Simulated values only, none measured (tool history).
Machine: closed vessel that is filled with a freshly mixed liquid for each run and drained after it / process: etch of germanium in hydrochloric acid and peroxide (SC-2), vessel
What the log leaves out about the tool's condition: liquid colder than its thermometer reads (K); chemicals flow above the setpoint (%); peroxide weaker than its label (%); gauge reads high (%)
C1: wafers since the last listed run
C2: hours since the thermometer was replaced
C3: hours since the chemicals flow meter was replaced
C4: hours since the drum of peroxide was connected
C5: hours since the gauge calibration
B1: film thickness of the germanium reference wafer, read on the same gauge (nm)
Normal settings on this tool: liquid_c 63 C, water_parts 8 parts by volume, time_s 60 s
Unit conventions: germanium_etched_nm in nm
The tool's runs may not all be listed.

Run 1, hour 0: usual settings; C1 0; C2 435.7; C3 186.9; C4 577.3; C5 1008.2; B1 100. Result: germanium_etched_nm 136.26 nm.
Run 2, hour 41.8: usual settings but time_s 75 s; C1 5513; C2 477.5; C3 228.7; C4 619.1; C5 1050; B1 100.01. Result: germanium_etched_nm 170.54 nm.
Run 3, hour 72: usual settings but time_s 75 s; C1 3983; C2 507.7; C3 258.9; C4 649.3; C5 1080.2; B1 99.99. Result: germanium_etched_nm 167.31 nm.
Run 4, hour 138.2: usual settings but time_s 75 s; C1 8731; C2 573.9; C3 325.1; C4 715.5; C5 1146.4; B1 100. Result: germanium_etched_nm 167.89 nm.
At hour 203.3: new drum of peroxide connected.
Run 5, hour 208.4: usual settings but time_s 65 s; C1 9127; C2 644.1; C3 395.3; C4 5.1; C5 1216.6; B1 100.02. Result: germanium_etched_nm 145.57 nm.
Run 6, hour 276.4: usual settings but water_parts 10.5 parts by volume; C1 8969; C2 712.1; C3 463.3; C4 73.1; C5 1284.6; B1 100. Result: germanium_etched_nm 130 nm.
Run 7, hour 300.6: usual settings; C1 3192; C2 736.3; C3 487.5; C4 97.3; C5 1308.8; B1 99.99. Result: germanium_etched_nm 134.9 nm.
Run 8, hour 363.1: usual settings; C1 8243; C2 798.8; C3 550; C4 159.8; C5 1371.3; B1 100.01. Result: germanium_etched_nm 134.42 nm.
Run 9, hour 406.7: usual settings but liquid_c 56 C, time_s 85 s; C1 5750; C2 842.4; C3 593.6; C4 203.4; C5 1414.9; B1 100. Result: germanium_etched_nm 151.86 nm.
Run 10, hour 461.4: usual settings but liquid_c 56 C, time_s 85 s; C1 7215; C2 897.1; C3 648.3; C4 258.1; C5 1469.6; B1 99.98. Result: germanium_etched_nm 152.93 nm.
Run 11, hour 532.9: usual settings but liquid_c 56 C, time_s 85 s; C1 9431; C2 968.6; C3 719.8; C4 329.6; C5 1541.1; B1 100.01. Result: germanium_etched_nm 152.32 nm.
Run 12, hour 604.3: usual settings; C1 9417; C2 1040; C3 791.2; C4 401; C5 1612.5; B1 99.98. Result: germanium_etched_nm 132.37 nm.
Run 13, hour 659: usual settings but liquid_c 53.5 C; C1 7215; C2 1094.7; C3 845.9; C4 455.7; C5 1667.2; B1 100.02. Result: germanium_etched_nm 98.75 nm.
Run 14, hour 709.1: usual settings; C1 6608; C2 1144.8; C3 896; C4 505.8; C5 1717.3; B1 99.99. Result: germanium_etched_nm 132.49 nm.
Run 15, hour 771.8: usual settings but liquid_c 66 C, water_parts 9.5 parts by volume, time_s 30 s; C1 8270; C2 1207.5; C3 958.7; C4 568.5; C5 1780; B1 99.98. Result: germanium_etched_nm 70.18 nm.
Run 16, hour 798: usual settings but liquid_c 66 C, water_parts 11.5 parts by volume; C1 3455; C2 1233.7; C3 984.9; C4 594.7; C5 1806.2; B1 99.98. Result: germanium_etched_nm 135.91 nm.
At hour 809: thermometer replaced.
Run 17, hour 849.7: usual settings but water_parts 4.5 parts by volume; C1 6687; C2 40.7; C3 1036.6; C4 646.4; C5 1857.9; B1 100. Result: germanium_etched_nm 140.99 nm.
Run 18, hour 901.9: usual settings but liquid_c 56 C, time_s 85 s; C1 6885; C2 92.9; C3 1088.8; C4 698.6; C5 1910.1; B1 100. Result: germanium_etched_nm 156.51 nm.
Run 19, hour 949.4: usual settings but liquid_c 68 C, water_parts 6 parts by volume, time_s 40 s; C1 6265; C2 140.4; C3 1136.3; C4 746.1; C5 1957.6; B1 100. Result: germanium_etched_nm 106.97 nm.
At hour 959.5: chemicals flow meter replaced.
At hour 982: new drum of peroxide connected.
Run 20, hour 984.9: usual settings but liquid_c 59.5 C, time_s 45 s; C1 4418; C2 175.9; C3 25.4; C4 2.9; C5 1993.1; B1 100.01. Result: germanium_etched_nm 92.49 nm.
Run 21, hour 1027.7: usual settings; C1 5645; C2 218.7; C3 68.2; C4 45.7; C5 2035.9; B1 100. Result: germanium_etched_nm 135.53 nm.
At hour 1069.6: gauge calibrated.
Run 22, hour 1075: usual settings but liquid_c 72 C, time_s 35 s; C1 6239; C2 266; C3 115.5; C4 93; C5 5.4; B1 100. Result: germanium_etched_nm 101.7 nm.
Run 23, hour 1121.1: usual settings but liquid_c 70.5 C, water_parts 10 parts by volume, time_s 50 s; C1 6080; C2 312.1; C3 161.6; C4 139.1; C5 51.5; B1 100. Result: germanium_etched_nm 136.02 nm.
Run 24, hour 1183.6: usual settings but liquid_c 70 C, time_s 45 s; C1 8243; C2 374.6; C3 224.1; C4 201.6; C5 114; B1 99.99. Result: germanium_etched_nm 124.41 nm.
Run 25, hour 1221.7: usual settings but liquid_c 69.5 C, water_parts 6 parts by volume; C1 5025; C2 412.7; C3 262.2; C4 239.7; C5 152.1; B1 99.97. Result: germanium_etched_nm 164.88 nm.
Run 26, hour 1291: usual settings but liquid_c 67.5 C, water_parts 7 parts by volume, time_s 50 s; C1 9140; C2 482; C3 331.5; C4 309; C5 221.4; B1 100.01. Result: germanium_etched_nm 129.28 nm.
Run 27, hour 1397.9: usual settings; C1 14100; C2 588.9; C3 438.4; C4 415.9; C5 328.3; B1 99.99. Result: germanium_etched_nm 133.82 nm.
Run 28, hour 1425.4: usual settings but liquid_c 60 C, water_parts 7 parts by volume, time_s 35 s; C1 3627; C2 616.4; C3 465.9; C4 443.4; C5 355.8; B1 100. Result: germanium_etched_nm 72.29 nm.
Run 29, hour 1490.4: usual settings but liquid_c 59.5 C, water_parts 6.5 parts by volume, time_s 85 s; C1 8573; C2 681.4; C3 530.9; C4 508.4; C5 420.8; B1 99.97. Result: germanium_etched_nm 171.29 nm.

5 options for the next run, each taken on its own from the tool as it stands now. Forecast them:
Run A, hour 1491.1: usual settings; C1 92; C2 682.1; C3 531.6; C4 509.1; C5 421.5; B1 ?. Result: germanium_etched_nm ?.
Run B, hour 1491.1: usual settings but water_parts 11.5 parts by volume, time_s 95 s; C1 92; C2 682.1; C3 531.6; C4 509.1; C5 421.5; B1 ?. Result: germanium_etched_nm ?.
Run C, hour 1491.1: usual settings but water_parts 6 parts by volume; C1 92; C2 682.1; C3 531.6; C4 509.1; C5 421.5; B1 ?. Result: germanium_etched_nm ?.
Run D, hour 1491.1: usual settings but liquid_c 57.5 C, water_parts 9.5 parts by volume, time_s 70 s; C1 92; C2 682.1; C3 531.6; C4 509.1; C5 421.5; B1 ?. Result: germanium_etched_nm ?.
Run E, hour 1491.1: usual settings but water_parts 5.5 parts by volume, time_s 85 s; C1 92; C2 682.1; C3 531.6; C4 509.1; C5 421.5; B1 ?. Result: germanium_etched_nm ?.

run     B1  germanium_etched_nm
  A  99.99               131.84
  B  99.99               200.85
  C  99.99               134.37
  D  99.99               128.62
  E  99.99               191.13
Without the tool's unlogged condition, the same runs would have read:
run  germanium_etched_nm
  A               135.66
  B               206.58
  C               138.31
  D               132.46
  E               196.75

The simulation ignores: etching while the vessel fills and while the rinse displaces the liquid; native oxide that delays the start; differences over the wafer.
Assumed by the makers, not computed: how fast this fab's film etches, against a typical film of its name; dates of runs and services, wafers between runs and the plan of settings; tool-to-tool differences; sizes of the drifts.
